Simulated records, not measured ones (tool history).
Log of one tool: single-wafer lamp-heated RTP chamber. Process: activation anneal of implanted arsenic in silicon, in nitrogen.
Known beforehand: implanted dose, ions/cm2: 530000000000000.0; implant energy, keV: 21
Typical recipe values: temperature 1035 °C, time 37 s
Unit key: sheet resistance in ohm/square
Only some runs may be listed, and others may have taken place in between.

run	day	temperature	time	read-back reference wafer on the same gauge, sheet resistance	sheet resistance
1	0	1035	37	210.89	200.57
2	0.604	1035	37	210.71	200.33
3	0.896	1035	37	210.61	200.24
4	1.604	1035	37	210.53	200.5
5	2.054	1035	37	210.35	199.98
6	2.771	1017	37	210.31	203.41
7	3.25	1017	37	210.15	202.85
8	3.838	1035	37	209.96	199.65
# day 4.738: reflector plate cleaned
9	4.758	1035	37	209.66	199.3
10	4.904	1035	37	209.65	199.27
11	5.279	1058	37	209.5	193.85
12	5.575	1035	45	209.58	197.01
# day 6.125: pyrometer window cleaned and pyrometer calibrated
13	6.146	1035	37	209.3	199.1
14	6.371	1023	26	209.21	204.19
15	6.929	1009	49	208.97	201.39
16	7.275	1010	53	208.9	200.76
17	8.021	1010	53	208.58	199.91

The next listed run, before its measurement:
# day 8.25: gauge calibrated
18	8.75	1046	28	?	?

{"run 18": {"read-back reference wafer on the same gauge, sheet resistance": 210.56, "sheet resistance": 200.21}}
With no hidden state in the tool, this same run would have given sheet resistance 200.59 ohm/square.
